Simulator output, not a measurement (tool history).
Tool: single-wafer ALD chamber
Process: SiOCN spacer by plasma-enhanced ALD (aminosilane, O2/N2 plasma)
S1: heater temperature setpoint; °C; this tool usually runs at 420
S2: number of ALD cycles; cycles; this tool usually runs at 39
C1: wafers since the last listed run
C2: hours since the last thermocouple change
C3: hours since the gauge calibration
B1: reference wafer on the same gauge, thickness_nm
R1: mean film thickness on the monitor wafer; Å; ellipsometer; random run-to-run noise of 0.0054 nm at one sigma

{"run": 1, "hour": 0.0, "S1": 429, "S2": 39, "C1": 0, "C2": 1590.5, "C3": 343.1, "B1": 2.539, "R1": 20.84}
{"run": 2, "hour": 81.6, "S1": 429, "S2": 39, "C1": 538, "C2": 1672.1, "C3": 424.7, "B1": 2.54, "R1": 20.89}
{"run": 3, "hour": 159.8, "S1": 413, "S2": 39, "C1": 515, "C2": 1750.3, "C3": 502.9, "B1": 2.541, "R1": 21.75}
{"run": 4, "hour": 229.9, "S1": 413, "S2": 39, "C1": 462, "C2": 1820.4, "C3": 573.0, "B1": 2.54, "R1": 21.74}
{"run": 5, "hour": 320.4, "S1": 413, "S2": 39, "C1": 597, "C2": 1910.9, "C3": 663.5, "B1": 2.539, "R1": 21.81}
{"run": 6, "hour": 383.8, "S1": 409, "S2": 39, "C1": 418, "C2": 1974.3, "C3": 726.9, "B1": 2.54, "R1": 22.02}
{"run": 7, "hour": 467.1, "S1": 409, "S2": 39, "C1": 549, "C2": 2057.6, "C3": 810.2, "B1": 2.54, "R1": 21.97}
{"run": 8, "hour": 511.0, "S1": 409, "S2": 39, "C1": 289, "C2": 2101.5, "C3": 854.1, "B1": 2.54, "R1": 21.95}
{"run": 9, "hour": 551.8, "S1": 414, "S2": 39, "C1": 269, "C2": 2142.3, "C3": 894.9, "B1": 2.54, "R1": 21.59}
{"run": 10, "hour": 638.1, "S1": 414, "S2": 39, "C1": 569, "C2": 2228.6, "C3": 981.2, "B1": 2.542, "R1": 21.51}
{"run": 11, "hour": 740.7, "S1": 420, "S2": 39, "C1": 676, "C2": 2331.2, "C3": 1083.8, "B1": 2.54, "R1": 21.17}
{"hour": 780.9, "done": "thermocouple changed; heater temperature recalibrated"}
{"run": 12, "hour": 806.3, "S1": 420, "S2": 39, "C1": 380, "C2": 25.4, "C3": 1149.4, "B1": 2.539, "R1": 21.51}
{"hour": 822.2, "done": "gauge calibrated"}
{"run": 13, "hour": 862.5, "S1": 409, "S2": 39, "C1": 370, "C2": 81.6, "C3": 40.3, "B1": 2.541, "R1": 22.25}
{"run": 14, "hour": 915.6, "S1": 411, "S2": 45, "C1": 350, "C2": 134.7, "C3": 93.4, "B1": 2.54, "R1": 25.43}
{"run": 15, "hour": 955.6, "S1": 415, "S2": 46, "C1": 263, "C2": 174.7, "C3": 133.4, "B1": 2.54, "R1": 25.68}
{"run": 16, "hour": 994.5, "S1": 407, "S2": 37, "C1": 256, "C2": 213.6, "C3": 172.3, "B1": 2.54, "R1": 21.2}
{"run": 17, "hour": 1041.9, "S1": 407, "S2": 35, "C1": 312, "C2": 261.0, "C3": 219.7, "B1": 2.54, "R1": 20.09}
{"run": 18, "hour": 1114.1, "S1": 415, "S2": 45, "C1": 476, "C2": 333.2, "C3": 291.9, "B1": 2.54, "R1": 25.27}
{"run": 19, "hour": 1208.7, "S1": 435, "S2": 42, "C1": 624, "C2": 427.8, "C3": 386.5, "B1": 2.54, "R1": 22.39}
{"run": 20, "hour": 1310.1, "S1": 407, "S2": 33, "C1": 668, "C2": 529.2, "C3": 487.9, "B1": 2.54, "R1": 18.9}
{"run": 21, "hour": 1366.6, "S1": 426, "S2": 46, "C1": 372, "C2": 585.7, "C3": 544.4, "B1": 2.538, "R1": 25.0}
{"run": 22, "hour": 1416.6, "S1": 410, "S2": 39, "C1": 329, "C2": 635.7, "C3": 594.4, "B1": 2.539, "R1": 22.1}

Difference, measured minus no-hidden-state, one row per run. Run-to-run variation is common to both terms; the gauge's own scatter need not be:
Unlogged tool condition in this case: wafer temperature above the value expected at the setpoint (K); gauge reads high (%).
run=1 R1=-0.21
run=2 R1=-0.22
run=3 R1=-0.25
run=4 R1=-0.26
run=5 R1=-0.28
run=6 R1=-0.30
run=7 R1=-0.33
run=8 R1=-0.35
run=9 R1=-0.35
run=10 R1=-0.39
run=11 R1=-0.42
run=12 R1=+0.02
run=13 R1=+0.01
run=14 R1=+0.01
run=15 R1=+0.02
run=16 R1=+0.01
run=17 R1=+0.01
run=18 R1=+0.00
run=19 R1=+0.00
run=20 R1=-0.01
run=21 R1=-0.02
run=22 R1=-0.01

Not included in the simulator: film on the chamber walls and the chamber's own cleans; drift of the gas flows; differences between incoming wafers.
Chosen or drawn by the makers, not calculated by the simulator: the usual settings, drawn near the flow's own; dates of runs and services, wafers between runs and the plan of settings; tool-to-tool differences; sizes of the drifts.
